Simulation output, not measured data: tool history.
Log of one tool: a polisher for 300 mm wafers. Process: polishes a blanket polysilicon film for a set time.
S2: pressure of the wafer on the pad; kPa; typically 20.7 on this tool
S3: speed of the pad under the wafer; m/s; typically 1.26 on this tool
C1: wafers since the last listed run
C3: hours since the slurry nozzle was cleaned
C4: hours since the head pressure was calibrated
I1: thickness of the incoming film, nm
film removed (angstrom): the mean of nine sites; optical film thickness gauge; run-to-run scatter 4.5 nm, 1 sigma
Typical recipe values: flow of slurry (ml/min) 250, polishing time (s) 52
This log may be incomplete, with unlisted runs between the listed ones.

Run 1, hour 0: usual settings; C1 0; wafers polished on this pad 575; C3 791.4; C4 931.5; I1 2338.7. Result: film removed (angstrom) 5774.
Run 2, hour 10.1: usual settings; C1 79; wafers polished on this pad 654; C3 801.5; C4 941.6; I1 2356.3. Result: film removed (angstrom) 5817.
Run 3, hour 18.1: usual settings; C1 62; wafers polished on this pad 717; C3 809.5; C4 949.6; I1 2341.8. Result: film removed (angstrom) 5729.
Run 4, hour 29: usual settings; C1 85; wafers polished on this pad 803; C3 820.4; C4 960.5; I1 2349.5. Result: film removed (angstrom) 5796.
Run 5, hour 46.7: usual settings but S3 1.52 m/s; C1 138; wafers polished on this pad 942; C3 838.1; C4 978.2; I1 2402.3. Result: film removed (angstrom) 6833.
At hour 64.4: worn pad replaced by a new one.
Run 6, hour 89.7: usual settings but S3 1.52 m/s; C1 306; wafers polished on this pad 198; C3 881.1; C4 1021.2; I1 2346.1. Result: film removed (angstrom) 7024.
At hour 94.5: slurry nozzle cleaned.
Run 7, hour 96: usual settings but S3 1.5 m/s; C1 41; wafers polished on this pad 240; C3 1.5; C4 1027.5; I1 2385.2. Result: film removed (angstrom) 6885.
Run 8, hour 111.2: usual settings but S3 1.5 m/s; C1 119; wafers polished on this pad 359; C3 16.7; C4 1042.7; I1 2354.5. Result: film removed (angstrom) 6885.
Run 9, hour 121.4: usual settings but flow of slurry (ml/min) 215; C1 80; wafers polished on this pad 439; C3 26.9; C4 1052.9; I1 2389.8. Result: film removed (angstrom) 5860.
Run 10, hour 130.5: usual settings but flow of slurry (ml/min) 215; C1 71; wafers polished on this pad 511; C3 36; C4 1062; I1 2390.6. Result: film removed (angstrom) 5772.
Run 11, hour 139.4: usual settings; C1 69; wafers polished on this pad 581; C3 44.9; C4 1070.9; I1 2364.3. Result: film removed (angstrom) 5836.
At hour 142.4: head pressure recalibrated.
Run 12, hour 157: usual settings but flow of slurry (ml/min) 320, S2 24.1 kPa; C1 122; wafers polished on this pad 703; C3 62.5; C4 14.6; I1 2362. Result: film removed (angstrom) 5890.
At hour 184.3: worn pad replaced by a new one.
Run 13, hour 204.3: usual settings but flow of slurry (ml/min) 320, S2 24.1 kPa; C1 339; wafers polished on this pad 156; C3 109.8; C4 61.9; I1 2338.9. Result: film removed (angstrom) 6157.
Run 14, hour 211.6: usual settings but S2 24.8 kPa, S3 1.1 m/s; C1 57; wafers polished on this pad 214; C3 117.1; C4 69.2; I1 2339.6. Result: film removed (angstrom) 5406.
Run 15, hour 225.7: usual settings but flow of slurry (ml/min) 195, S2 14.5 kPa, S3 1.1 m/s, polishing time (s) 70; C1 110; wafers polished on this pad 324; C3 131.2; C4 83.3; I1 2326.7. Result: film removed (angstrom) 4171.
Run 16, hour 238.2: usual settings; C1 98; wafers polished on this pad 423; C3 143.7; C4 95.8; I1 2393.3. Result: film removed (angstrom) 5143.
Run 17, hour 250.9: usual settings but S3 0.98 m/s, polishing time (s) 59; C1 99; wafers polished on this pad 522; C3 156.4; C4 108.5; I1 2367.9. Result: film removed (angstrom) 4588.
Run 18, hour 264.6: usual settings; C1 107; wafers polished on this pad 630; C3 170.1; C4 122.2; I1 2391.5. Result: film removed (angstrom) 5071.
Run 19, hour 273.4: usual settings but flow of slurry (ml/min) 300, S2 26.9 kPa, S3 0.94 m/s, polishing time (s) 62; C1 69; wafers polished on this pad 699; C3 178.9; C4 131; I1 2370.4. Result: film removed (angstrom) 6227.
Run 20, hour 284.4: usual settings but flow of slurry (ml/min) 325, S2 24.1 kPa, S3 0.9 m/s, polishing time (s) 65; C1 86; wafers polished on this pad 785; C3 189.9; C4 142; I1 2311.1. Result: film removed (angstrom) 5651.
Run 21, hour 293.4: usual settings but flow of slurry (ml/min) 190, S2 26.2 kPa; C1 70; wafers polished on this pad 856; C3 198.9; C4 151; I1 2392.8. Result: film removed (angstrom) 6177.
At hour 303: worn pad replaced by a new one.
Run 22, hour 307.8: usual settings but flow of slurry (ml/min) 325, S3 0.94 m/s; C1 81; wafers polished on this pad 37; C3 213.3; C4 165.4; I1 2367.1. Result: film removed (angstrom) 4144.

Run 23 has not been measured yet. What should we expect?
Run 23, hour 318.8: usual settings but S3 0.84 m/s, polishing time (s) 39; C1 86; wafers polished on this pad 124; C3 224.3; C4 176.4; I1 2368.5. Result: film removed (angstrom) ?.

{"run 23": {"film removed (angstrom)": 2777}}
If the tool had no hidden condition, the same run with the same run-to-run variation would have returned film removed (angstrom) 2793.

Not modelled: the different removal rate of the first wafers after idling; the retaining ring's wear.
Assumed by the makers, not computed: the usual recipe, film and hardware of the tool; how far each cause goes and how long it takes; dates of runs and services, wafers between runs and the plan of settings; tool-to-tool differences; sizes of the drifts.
